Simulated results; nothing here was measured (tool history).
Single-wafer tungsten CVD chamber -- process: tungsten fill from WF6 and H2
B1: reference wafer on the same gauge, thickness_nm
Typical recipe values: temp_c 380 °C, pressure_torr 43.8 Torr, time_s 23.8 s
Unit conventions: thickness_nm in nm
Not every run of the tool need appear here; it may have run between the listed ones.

Run 1, hour 0: usual settings but pressure_torr 49.8 Torr; B1 54.498. Result: thickness_nm 62.039 nm.
Run 2, hour 11.1: usual settings; B1 54.501. Result: thickness_nm 58.946 nm.
Run 3, hour 26.7: usual settings; B1 54.493. Result: thickness_nm 58.626 nm.
Run 4, hour 42.2: usual settings; B1 54.504. Result: thickness_nm 58.947 nm.
Run 5, hour 57.5: usual settings; B1 54.486. Result: thickness_nm 58.762 nm.
Run 6, hour 63.8: usual settings; B1 54.499. Result: thickness_nm 58.693 nm.
Run 7, hour 73.4: usual settings; B1 54.496. Result: thickness_nm 58.793 nm.
Run 8, hour 89.9: usual settings; B1 54.505. Result: thickness_nm 58.777 nm.
Run 9, hour 97.9: usual settings; B1 54.478. Result: thickness_nm 58.696 nm.
Run 10, hour 117.6: usual settings; B1 54.521. Result: thickness_nm 58.628 nm.
Run 11, hour 153.7: usual settings; B1 54.513. Result: thickness_nm 58.831 nm.
Run 12, hour 171.5: usual settings; B1 54.47. Result: thickness_nm 58.626 nm.
Run 13, hour 179.3: usual settings but temp_c 390 °C, pressure_torr 52.3 Torr, time_s 28.4 s; B1 54.523. Result: thickness_nm 90.363 nm.
Run 14, hour 190.7: usual settings but pressure_torr 36.1 Torr, time_s 22 s; B1 54.522. Result: thickness_nm 48.271 nm.
Run 15, hour 202.8: usual settings but temp_c 389 °C; B1 54.48. Result: thickness_nm 66.488 nm.
Run 16, hour 209.2: usual settings; B1 54.495. Result: thickness_nm 57.02 nm.
Run 17, hour 224.4: usual settings but pressure_torr 48 Torr, time_s 26.7 s; B1 54.517. Result: thickness_nm 66.451 nm.
Run 18, hour 235.8: usual settings; B1 54.502. Result: thickness_nm 56.897 nm.
Run 19, hour 246.3: usual settings but temp_c 395 °C, pressure_torr 52.5 Torr, time_s 21.2 s; B1 54.508. Result: thickness_nm 70.785 nm.
Run 20, hour 264.8: usual settings but temp_c 390 °C, pressure_torr 50.4 Torr, time_s 22.1 s; B1 54.477. Result: thickness_nm 68.383 nm.
Run 21, hour 279.9: usual settings but temp_c 392 °C, pressure_torr 40.6 Torr, time_s 27.3 s; B1 54.496. Result: thickness_nm 79.664 nm.
Run 22, hour 294.8: usual settings but temp_c 373 °C, time_s 26.9 s; B1 54.511. Result: thickness_nm 58.004 nm.
Run 23, hour 301.1: usual settings but temp_c 369 °C, pressure_torr 46.7 Torr; B1 54.513. Result: thickness_nm 48.927 nm.
Run 24, hour 316.6: usual settings but temp_c 386 °C, pressure_torr 49.9 Torr, time_s 21.2 s; B1 54.47. Result: thickness_nm 60.943 nm.
Run 25, hour 326.7: usual settings but temp_c 385 °C; B1 54.49. Result: thickness_nm 63.666 nm.
Run 26, hour 339: usual settings; B1 54.514. Result: thickness_nm 58.174 nm.
Run 27, hour 354.1: usual settings; B1 54.507. Result: thickness_nm 58.374 nm.
Run 28, hour 369.1: usual settings but temp_c 394 °C, pressure_torr 34.4 Torr, time_s 21.4 s; B1 54.505. Result: thickness_nm 60.086 nm.
Run 29, hour 380.6: usual settings but pressure_torr 34.1 Torr, time_s 19.2 s; B1 54.513. Result: thickness_nm 42.233 nm.
Run 30, hour 395.9: usual settings but temp_c 368 °C, pressure_torr 53.3 Torr; B1 54.518. Result: thickness_nm 50.868 nm.
Run 31, hour 413.4: usual settings but time_s 27.4 s; B1 54.507. Result: thickness_nm 67.296 nm.
Run 32, hour 422.1: usual settings but temp_c 385 °C, pressure_torr 52.4 Torr, time_s 20.6 s; B1 54.51. Result: thickness_nm 59.551 nm.
Run 33, hour 433.1: usual settings; B1 54.502. Result: thickness_nm 58.517 nm.
Run 34, hour 440.3: usual settings but temp_c 365 °C, time_s 20 s; B1 54.487. Result: thickness_nm 37.102 nm.

Not shown here: 4 entries made in the log between runs. Locate each between two listed runs and compare the hidden state at the listed run before it with the hidden state at the listed run after it:
Run 6 -> run 7: gauge calibrated (hour 64.4)
  wafer temperature above the value expected at the setpoint (K): 1.34 -> 1.35; true pressure above the setpoint (%): -4.49 -> -4.54
  measured value less the no-hidden-state value, thickness_nm: +0.227 -> +0.225 nm
Run 9 -> run 10: showerhead replaced (hour 117.1)
  wafer temperature above the value expected at the setpoint (K): 1.38 -> 1.4; true pressure above the setpoint (%): -4.66 -> -4.76
  measured value less the no-hidden-state value, thickness_nm: +0.222 -> +0.218 nm
Run 13 -> run 14: thermocouple changed; heater temperature recalibrated (hour 187.3)
  wafer temperature above the value expected at the setpoint (K): 1.47 -> -0.342; true pressure above the setpoint (%): -5.08 -> -5.14
  measured value less the no-hidden-state value, thickness_nm: +0.285 -> -1.436 nm
Run 19 -> run 20: capacitance manometer re-zeroed and calibrated (hour 264.3)
  wafer temperature above the value expected at the setpoint (K): -0.279 -> -0.258; true pressure above the setpoint (%): -5.43 -> -0.363
  measured value less the no-hidden-state value, thickness_nm: -2.032 -> -0.412 nm

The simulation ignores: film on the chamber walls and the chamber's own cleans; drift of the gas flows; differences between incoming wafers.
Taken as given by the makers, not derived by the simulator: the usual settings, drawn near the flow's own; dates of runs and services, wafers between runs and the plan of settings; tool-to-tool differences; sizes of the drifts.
